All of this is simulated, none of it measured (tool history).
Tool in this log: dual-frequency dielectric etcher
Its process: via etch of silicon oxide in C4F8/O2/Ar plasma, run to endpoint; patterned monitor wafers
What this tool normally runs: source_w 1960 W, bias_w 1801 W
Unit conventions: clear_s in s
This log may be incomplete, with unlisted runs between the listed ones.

run,hour,source_w,bias_w,"incoming incoming film thickness, nm",clear_s
1,0.0,1960,1801,1264.0,266.6
2,63.2,1960,1801,1264.4,265.2
3,98.3,1960,1801,1264.0,263.3
4,129.5,1960,1801,1277.4,265.7
5,196.3,1960,1801,1272.6,263.8
# hour 259.4: wet clean of the chamber
6,264.6,1960,1801,1277.9,273.8
7,304.8,1960,1448,1275.4,283.3
8,331.2,1960,1448,1273.2,282.4
9,372.8,1960,1801,1268.6,267.2
10,433.2,1960,1801,1279.3,270.3
11,502.8,1960,1801,1276.0,268.0
12,544.6,1960,1801,1276.2,267.1
13,603.9,1960,1801,1275.5,265.8
# hour 625.3: source power generator calibrated
14,664.7,2100,1801,1286.9,258.0
15,699.5,1810,1801,1273.1,276.0
# hour 726.2: wet clean of the chamber
16,745.3,1760,1487,1264.1,295.3
# hour 783.9: upper electrode replaced
17,890.4,2150,1636,1271.5,260.7
18,958.4,1960,1801,1284.2,269.1
# hour 1011.7: bias power generator calibrated
19,1012.2,1620,1984,1263.0,285.7
20,1081.1,1960,1801,1266.9,263.7
# hour 1153.7: wet clean of the chamber
21,1154.2,2310,1606,1272.4,256.9
22,1190.8,1960,1801,1268.1,269.7
23,1387.9,1960,1801,1265.2,266.2
24,1418.3,1580,2080,1273.6,290.3
25,1471.8,1720,2231,1281.0,272.4
26,1513.1,1960,1662,1278.3,271.6

4 ways to go on from here, each from the tool as it stands after run 26. What would each give?
A,1513.6,2270,1801,1269.1,?
B,1513.6,2110,2230,1269.1,?
C,1513.6,2400,1475,1269.1,?
D,1513.6,2420,1469,1269.1,?

run,clear_s
A,247.4
B,244.4
C,250.8
D,250.0
Stripped of hidden state, with their random variation kept, the same runs would have yielded:
run,clear_s
A,252.4
B,249.4
C,255.9
D,255.1
